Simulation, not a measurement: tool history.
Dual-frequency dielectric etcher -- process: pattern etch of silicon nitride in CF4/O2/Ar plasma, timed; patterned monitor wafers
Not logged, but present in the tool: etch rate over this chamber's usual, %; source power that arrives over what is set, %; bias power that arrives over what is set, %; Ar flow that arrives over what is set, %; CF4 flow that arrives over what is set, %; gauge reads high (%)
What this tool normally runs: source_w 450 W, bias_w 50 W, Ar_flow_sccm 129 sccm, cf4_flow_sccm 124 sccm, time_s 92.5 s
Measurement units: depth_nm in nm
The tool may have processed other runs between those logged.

run	hour	source_w	bias_w	Ar_flow_sccm	cf4_flow_sccm	time_s	wafers since the last listed run	hours since the last wet clean	hours since the last source power generator calibration	hours since the last bias power generator calibration	hours since the last Ar flow controller change	hours since the last CF4 flow controller change	hours since the last upper electrode change	hours since the gauge calibration	read-back reference wafer on the same gauge, depth_nm	depth_nm
1	0	450	50	129	113	92.5	0	241.1	4172.7	3273.9	19.1	1849.2	4350.6	863.8	174.9	168.3
2	18.7	450	50	129	113	92.5	215	259.8	4191.4	3292.6	37.8	1867.9	4369.3	882.5	175.1	168.9
# hour 34.8: gauge calibrated
3	95.3	380	54	129	107	70.5	882	336.4	4268	3369.2	114.4	1944.5	4445.9	60.5	175.1	110.3
4	122.6	490	50	142	124	92.5	314	363.7	4295.3	3396.5	141.7	1971.8	4473.2	87.8	174.9	185.5
5	137.6	520	62	129	124	92.5	172	378.7	4310.3	3411.5	156.7	1986.8	4488.2	102.8	175	213.7
# hour 163.5: bias power generator calibrated
6	164.2	450	50	129	124	92.5	260	405.3	4336.9	0.7	183.3	2013.4	4514.8	129.4	175.1	170.9
7	240.4	450	50	129	124	92.5	877	481.5	4413.1	76.9	259.5	2089.6	4591	205.6	174.9	170.5
# hour 277.2: wet clean of the chamber
8	277.7	450	50	129	124	92.5	153	0.5	4450.4	114.2	296.8	2126.9	4628.3	242.9	174.9	171.2
9	278.1	450	50	129	124	92.5	4	0.9	4450.8	114.6	297.2	2127.3	4628.7	243.3	175	171.6
10	297.7	450	50	129	144	92.5	225	20.5	4470.4	134.2	316.8	2146.9	4648.3	262.9	174.9	176.8
11	319.5	450	50	129	124	92.5	251	42.3	4492.2	156	338.6	2168.7	4670.1	284.7	175.1	171.7
# hour 355.3: source power generator calibrated
# hour 361.1: upper electrode replaced
# hour 383.9: CF4 flow controller replaced
12	401.2	540	54	114	106	92.5	759	124	45.9	237.7	420.3	17.3	40.1	366.4	175	199.2
13	435.7	450	50	129	124	92.5	397	158.5	80.4	272.2	454.8	51.8	74.6	400.9	175	164.1
14	465.2	450	50	129	124	92.5	339	188	109.9	301.7	484.3	81.3	104.1	430.4	175	164.5
15	483.9	450	50	129	124	92.5	215	206.7	128.6	320.4	503	100	122.8	449.1	175	165
16	518.5	450	50	129	155	68.5	398	241.3	163.2	355	537.6	134.6	157.4	483.7	175	126.6
17	542.7	450	43	141	133	71.5	278	265.5	187.4	379.2	561.8	158.8	181.6	507.9	174.9	122
18	559.3	450	44	138	124	114.5	191	282.1	204	395.8	578.4	175.4	198.2	524.5	175	194.6
19	587.5	400	47	139	124	111.5	324	310.3	232.2	424	606.6	203.6	226.4	552.7	175	172.4
20	621.7	490	50	129	94	92.5	393	344.5	266.4	458.2	640.8	237.8	260.6	586.9	174.9	169.4

Below are 5 alternative next runs, each starting from the tool's condition after run 20. Predict each:
A	622.1	450	50	129	94	92.5	4	344.9	266.8	458.6	641.2	238.2	261	587.3	?	?
B	622.1	450	50	161	124	92.5	4	344.9	266.8	458.6	641.2	238.2	261	587.3	?	?
C	622.1	550	50	155	113	112.5	4	344.9	266.8	458.6	641.2	238.2	261	587.3	?	?
D	622.1	350	56	129	151	82.5	4	344.9	266.8	458.6	641.2	238.2	261	587.3	?	?
E	622.1	450	44	129	124	72	4	344.9	266.8	458.6	641.2	238.2	261	587.3	?	?

run	read-back reference wafer on the same gauge, depth_nm	depth_nm
A	175.1	155.4
B	175.1	162.9
C	175.1	238.1
D	175.1	122.3
E	175.1	123.3
Take away the tool's hidden state, keep each run's random variation, and the runs would have read:
run	depth_nm
A	153.9
B	161.3
C	235.7
D	121.1
E	122.1
